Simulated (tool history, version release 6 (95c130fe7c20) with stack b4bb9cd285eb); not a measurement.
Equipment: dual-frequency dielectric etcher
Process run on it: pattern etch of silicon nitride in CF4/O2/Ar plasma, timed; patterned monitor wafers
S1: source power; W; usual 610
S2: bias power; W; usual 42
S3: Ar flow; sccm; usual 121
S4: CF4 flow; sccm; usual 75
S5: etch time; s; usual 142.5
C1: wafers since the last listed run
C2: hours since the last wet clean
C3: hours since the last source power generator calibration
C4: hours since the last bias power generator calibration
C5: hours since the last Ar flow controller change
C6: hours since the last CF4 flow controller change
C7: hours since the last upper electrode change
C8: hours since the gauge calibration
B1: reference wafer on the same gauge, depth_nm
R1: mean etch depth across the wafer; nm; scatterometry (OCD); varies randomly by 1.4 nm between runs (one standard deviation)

run	hour	S1	S2	S3	S4	S5	C1	C2	C3	C4	C5	C6	C7	C8	B1	R1
1	0	610	42	121	75	142.5	0	403.2	2714.7	4032.7	1865.2	4407.8	2212.7	146.7	368.8	311.9
2	25.4	610	37	121	75	142.5	192	428.6	2740.1	4058.1	1890.6	4433.2	2238.1	172.1	369.2	295.7
3	46.3	610	37	121	75	142.5	158	449.5	2761	4079	1911.5	4454.1	2259	193	369	296.6
4	68.4	610	37	121	75	142.5	167	471.6	2783.1	4101.1	1933.6	4476.2	2281.1	215.1	369	295.8
# hour 70.4: gauge calibrated
5	82.4	610	42	121	75	168.5	106	485.6	2797.1	4115.1	1947.6	4490.2	2295.1	12	369.2	371
6	107.5	610	42	121	75	142.5	190	510.7	2822.2	4140.2	1972.7	4515.3	2320.2	37.1	369.3	312.1
# hour 121.7: source power generator calibrated
# hour 121.9: Ar flow controller replaced
7	128.8	610	42	121	75	142.5	129	532	7.1	4161.5	6.9	4536.6	2341.5	58.4	368.9	311.8
# hour 164.9: wet clean of the chamber
8	165.4	610	42	121	75	142.5	95	0.5	43.7	4198.1	43.5	4573.2	2378.1	95	369.1	308.5
9	188	660	42	137	75	142.5	171	23.1	66.3	4220.7	66.1	4595.8	2400.7	117.6	369	325.6
# hour 227.4: CF4 flow controller replaced
# hour 244.5: gauge calibrated
# hour 256.1: upper electrode replaced
# hour 257.8: bias power generator calibrated
10	258.3	760	46	150	75	176.5	292	93.4	136.6	0.5	136.4	30.9	2.2	13.8	369	458
11	262.4	610	42	121	75	142.5	31	97.5	140.7	4.6	140.5	35	6.3	17.9	368.5	312.4
12	292.3	480	35	121	67	113	226	127.4	170.6	34.5	170.4	64.9	36.2	47.8	368.8	187.4
13	305.1	610	38	121	75	142.5	97	140.2	183.4	47.3	183.2	77.7	49	60.6	369.1	298.2
14	340.6	610	42	121	75	142.5	269	175.7	218.9	82.8	218.7	113.2	84.5	96.1	368.7	311.8
15	353.7	610	37	121	75	142.5	99	188.8	232	95.9	231.8	126.3	97.6	109.2	369	294.1

What does the tool deliver on the next run?
16	369.1	470	42	121	57	142.5	116	204.2	247.4	111.3	247.2	141.7	113	124.6	?	?

{"run 16": {"B1": 368.7, "R1": 241.1}}
With the hidden condition absent and the run-to-run variation left alone, this run would have shown R1 241.1 nm.

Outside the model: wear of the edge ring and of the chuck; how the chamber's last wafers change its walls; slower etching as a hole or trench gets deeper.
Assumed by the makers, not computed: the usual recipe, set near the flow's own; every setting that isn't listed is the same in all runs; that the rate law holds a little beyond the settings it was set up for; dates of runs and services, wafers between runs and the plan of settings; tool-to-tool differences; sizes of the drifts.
